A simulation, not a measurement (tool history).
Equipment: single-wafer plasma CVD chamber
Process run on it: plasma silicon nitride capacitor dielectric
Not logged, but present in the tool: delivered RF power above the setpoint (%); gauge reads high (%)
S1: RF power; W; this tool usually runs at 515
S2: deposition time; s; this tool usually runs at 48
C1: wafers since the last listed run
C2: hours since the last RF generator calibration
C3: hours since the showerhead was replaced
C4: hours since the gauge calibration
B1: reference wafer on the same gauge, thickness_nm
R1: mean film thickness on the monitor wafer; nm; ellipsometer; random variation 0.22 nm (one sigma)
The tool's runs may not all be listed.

{"run": 1, "hour": 0.0, "S1": 595, "S2": 50.4, "C1": 0, "C2": 155.5, "C3": 3043.6, "C4": 423.6, "B1": 71.218, "R1": 83.369}
{"run": 2, "hour": 90.2, "S1": 595, "S2": 50.4, "C1": 2072, "C2": 245.7, "C3": 3133.8, "C4": 513.8, "B1": 71.232, "R1": 83.102}
{"run": 3, "hour": 161.1, "S1": 515, "S2": 48, "C1": 1628, "C2": 316.6, "C3": 3204.7, "C4": 584.7, "B1": 71.175, "R1": 73.818}
{"run": 4, "hour": 233.9, "S1": 515, "S2": 48, "C1": 1672, "C2": 389.4, "C3": 3277.5, "C4": 657.5, "B1": 71.19, "R1": 74.394}
{"run": 5, "hour": 338.8, "S1": 515, "S2": 48, "C1": 2410, "C2": 494.3, "C3": 3382.4, "C4": 762.4, "B1": 71.215, "R1": 74.096}
{"run": 6, "hour": 414.5, "S1": 515, "S2": 44.8, "C1": 1739, "C2": 570, "C3": 3458.1, "C4": 838.1, "B1": 71.22, "R1": 68.488}
{"run": 7, "hour": 464.3, "S1": 515, "S2": 44.8, "C1": 1144, "C2": 619.8, "C3": 3507.9, "C4": 887.9, "B1": 71.17, "R1": 68.793}
{"hour": 553.6, "done": "showerhead replaced, of another model than before"}
{"run": 8, "hour": 554.1, "S1": 515, "S2": 48, "C1": 1879, "C2": 709.6, "C3": 0.5, "C4": 977.7, "B1": 71.257, "R1": 72.307}
{"run": 9, "hour": 604.5, "S1": 515, "S2": 48, "C1": 1157, "C2": 760, "C3": 50.9, "C4": 1028.1, "B1": 71.196, "R1": 72.28}
{"run": 10, "hour": 643.8, "S1": 515, "S2": 48, "C1": 902, "C2": 799.3, "C3": 90.2, "C4": 1067.4, "B1": 71.225, "R1": 71.911}
{"hour": 694.0, "done": "gauge calibrated"}
{"run": 11, "hour": 746.7, "S1": 515, "S2": 48, "C1": 2364, "C2": 902.2, "C3": 193.1, "C4": 52.7, "B1": 71.169, "R1": 71.829}
{"hour": 772.4, "done": "RF generator calibrated"}
{"run": 12, "hour": 851.9, "S1": 515, "S2": 48, "C1": 2233, "C2": 79.5, "C3": 298.3, "C4": 157.9, "B1": 71.183, "R1": 74.434}
{"run": 13, "hour": 898.5, "S1": 460, "S2": 48, "C1": 1070, "C2": 126.1, "C3": 344.9, "C4": 204.5, "B1": 71.173, "R1": 68.958}
{"run": 14, "hour": 944.0, "S1": 515, "S2": 48, "C1": 1045, "C2": 171.6, "C3": 390.4, "C4": 250, "B1": 71.171, "R1": 74.499}
{"run": 15, "hour": 1016.6, "S1": 430, "S2": 40.3, "C1": 1667, "C2": 244.2, "C3": 463, "C4": 322.6, "B1": 71.177, "R1": 54.57}
{"run": 16, "hour": 1057.8, "S1": 465, "S2": 42.3, "C1": 946, "C2": 285.4, "C3": 504.2, "C4": 363.8, "B1": 71.139, "R1": 60.934}
{"run": 17, "hour": 1117.7, "S1": 595, "S2": 50.4, "C1": 1376, "C2": 345.3, "C3": 564.1, "C4": 423.7, "B1": 71.257, "R1": 85.205}
{"run": 18, "hour": 1202.2, "S1": 480, "S2": 52.5, "C1": 1941, "C2": 429.8, "C3": 648.6, "C4": 508.2, "B1": 71.226, "R1": 77.119}
{"run": 19, "hour": 1304.5, "S1": 475, "S2": 39.7, "C1": 2350, "C2": 532.1, "C3": 750.9, "C4": 610.5, "B1": 71.257, "R1": 57.861}
{"run": 20, "hour": 1579.2, "S1": 580, "S2": 48, "C1": 6311, "C2": 806.8, "C3": 1025.6, "C4": 885.2, "B1": 71.235, "R1": 77.464}
{"run": 21, "hour": 1686.2, "S1": 515, "S2": 42, "C1": 2458, "C2": 913.8, "C3": 1132.6, "C4": 992.2, "B1": 71.153, "R1": 62.953}
{"run": 22, "hour": 1787.5, "S1": 515, "S2": 48, "C1": 2327, "C2": 1015.1, "C3": 1233.9, "C4": 1093.5, "B1": 71.225, "R1": 70.985}

Branching from run 22: 4 alternative next runs. What would each branch give?
{"run": "A", "hour": 1787.9, "S1": 515, "S2": 51.4, "C1": 9, "C2": 1015.5, "C3": 1234.3, "C4": 1093.9, "B1": "?", "R1": "?"}
{"run": "B", "hour": 1787.9, "S1": 605, "S2": 48, "C1": 9, "C2": 1015.5, "C3": 1234.3, "C4": 1093.9, "B1": "?", "R1": "?"}
{"run": "C", "hour": 1787.9, "S1": 605, "S2": 55, "C1": 9, "C2": 1015.5, "C3": 1234.3, "C4": 1093.9, "B1": "?", "R1": "?"}
{"run": "D", "hour": 1787.9, "S1": 560, "S2": 40.7, "C1": 9, "C2": 1015.5, "C3": 1234.3, "C4": 1093.9, "B1": "?", "R1": "?"}

run=A B1=71.267 R1=76.506
run=B B1=71.267 R1=78.581
run=C B1=71.267 R1=90.041
run=D B1=71.267 R1=63.773
With no hidden state in the tool, these same runs would have given:
run=A R1=80.652
run=B R1=82.839
run=C R1=94.92
run=D R1=67.228
